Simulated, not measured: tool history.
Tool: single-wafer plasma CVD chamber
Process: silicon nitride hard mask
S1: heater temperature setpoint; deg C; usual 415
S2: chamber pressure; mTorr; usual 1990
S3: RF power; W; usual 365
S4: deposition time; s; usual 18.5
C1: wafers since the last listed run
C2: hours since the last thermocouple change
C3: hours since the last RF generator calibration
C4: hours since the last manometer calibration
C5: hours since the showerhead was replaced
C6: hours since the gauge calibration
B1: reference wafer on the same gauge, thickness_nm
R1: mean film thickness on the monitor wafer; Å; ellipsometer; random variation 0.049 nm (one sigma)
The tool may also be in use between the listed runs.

| run | hour | S1 | S2 | S3 | S4 | C1 | C2 | C3 | C4 | C5 | C6 | B1 | R1 |
|---|---|---|---|---|---|---|---|---|---|---|---|---|---|
| 1 | 0 | 415 | 1860 | 365 | 18.5 | 0 | 1572.3 | 2448 | 2130.2 | 3674.2 | 236.4 | 22.79 | 225.79 |
| 2 | 11.9 | 415 | 1990 | 365 | 18.5 | 267 | 1584.2 | 2459.9 | 2142.1 | 3686.1 | 248.3 | 22.791 | 229.24 |
| 3 | 23.5 | 415 | 1990 | 330 | 18.5 | 261 | 1595.8 | 2471.5 | 2153.7 | 3697.7 | 259.9 | 22.807 | 207.8 |
| 4 | 32.3 | 415 | 1990 | 330 | 18.5 | 198 | 1604.6 | 2480.3 | 2162.5 | 3706.5 | 268.7 | 22.791 | 206.89 |
| 5 | 47.4 | 415 | 1990 | 330 | 18.5 | 339 | 1619.7 | 2495.4 | 2177.6 | 3721.6 | 283.8 | 22.795 | 207.53 |
| 6 | 53.5 | 415 | 1990 | 390 | 18.5 | 137 | 1625.8 | 2501.5 | 2183.7 | 3727.7 | 289.9 | 22.793 | 241.4 |
| 7 | 60.1 | 427 | 1990 | 365 | 18.5 | 148 | 1632.4 | 2508.1 | 2190.3 | 3734.3 | 296.5 | 22.795 | 226.42 |
| 8 | 74.3 | 427 | 1990 | 365 | 18.5 | 319 | 1646.6 | 2522.3 | 2204.5 | 3748.5 | 310.7 | 22.802 | 226.63 |
| 9 | 81.7 | 427 | 1990 | 365 | 18.5 | 166 | 1654 | 2529.7 | 2211.9 | 3755.9 | 318.1 | 22.805 | 225.96 |
| 10 | 94 | 415 | 1990 | 365 | 18.5 | 276 | 1666.3 | 2542 | 2224.2 | 3768.2 | 330.4 | 22.791 | 227.19 |
| 11 | 110.4 | 415 | 1990 | 365 | 18.5 | 369 | 1682.7 | 2558.4 | 2240.6 | 3784.6 | 346.8 | 22.798 | 226.66 |
|  | 125 | showerhead replaced, of another model than before |
| 12 | 125.7 | 415 | 1990 | 365 | 18.5 | 164 | 1698 | 2573.7 | 2255.9 | 0.7 | 362.1 | 22.803 | 233.24 |
| 13 | 138.3 | 415 | 2440 | 365 | 18.5 | 283 | 1710.6 | 2586.3 | 2268.5 | 13.3 | 374.7 | 22.807 | 248.27 |
| 14 | 152.3 | 415 | 1990 | 300 | 18.5 | 315 | 1724.6 | 2600.3 | 2282.5 | 27.3 | 388.7 | 22.805 | 203.33 |
|  | 161.8 | RF generator calibrated |
|  | 164.3 | gauge calibrated |
|  | 198.6 | capacitance manometer re-zeroed and calibrated |
| 15 | 199.1 | 415 | 1860 | 365 | 15 | 693 | 1771.4 | 37.3 | 0.5 | 74.1 | 34.8 | 22.805 | 196.61 |
| 16 | 208.6 | 415 | 1990 | 365 | 18.5 | 213 | 1780.9 | 46.8 | 10 | 83.6 | 44.3 | 22.804 | 249.16 |
|  | 224.9 | thermocouple changed; heater temperature recalibrated |
| 17 | 226 | 425 | 1580 | 295 | 18.5 | 211 | 1.1 | 64.2 | 27.4 | 101 | 61.7 | 22.787 | 197.08 |
| 18 | 232.6 | 415 | 1990 | 365 | 19.7 | 148 | 7.7 | 70.8 | 34 | 107.6 | 68.3 | 22.794 | 265.28 |
| 19 | 249.3 | 423 | 1610 | 365 | 18.5 | 375 | 24.4 | 87.5 | 50.7 | 124.3 | 85 | 22.8 | 228.64 |
| 20 | 256.5 | 415 | 1990 | 310 | 18.5 | 162 | 31.6 | 94.7 | 57.9 | 131.5 | 92.2 | 22.795 | 222.93 |
| 21 | 268 | 415 | 1990 | 365 | 18.5 | 258 | 43.1 | 106.2 | 69.4 | 143 | 103.7 | 22.795 | 248.1 |
| 22 | 278.3 | 415 | 1990 | 365 | 18.5 | 231 | 53.4 | 116.5 | 79.7 | 153.3 | 114 | 22.803 | 248.87 |
| 23 | 290.7 | 415 | 1990 | 390 | 20.6 | 279 | 65.8 | 128.9 | 92.1 | 165.7 | 126.4 | 22.805 | 288.67 |
| 24 | 301.5 | 415 | 1990 | 365 | 18.5 | 243 | 76.6 | 139.7 | 102.9 | 176.5 | 137.2 | 22.803 | 248.19 |

Hidden state or all else? Some run-to-run changes of R1, split into what the settings, what came in and random variation would give without the hidden state, and what is left for the hidden state (with any gauge scatter that isn't in both results):
The hidden state here: wafer temperature above the value expected at the setpoint (K); delivered RF power above the setpoint (%); true pressure above the setpoint (%); gauge reads high (%).
Run 11 -> 12: showerhead replaced, of another model than before. R1 +6.58 Å: hidden state +6.22, all else +0.36.
Run 14 -> 15: S2 1990 -> 1860, S3 300 -> 365, S4 18.5 -> 15, RF generator calibrated, gauge calibrated, capacitance manometer re-zeroed and calibrated. R1 -6.72 Å: hidden state +14.94, all else -21.66.
Run 15 -> 16: S2 1860 -> 1990, S4 15 -> 18.5. R1 +52.55 Å: hidden state -0.3, all else +52.85.
Run 17 -> 18: S1 425 -> 415, S2 1580 -> 1990, S3 295 -> 365, S4 18.5 -> 19.7. R1 +68.2 Å: hidden state -0.3, all else +68.5.
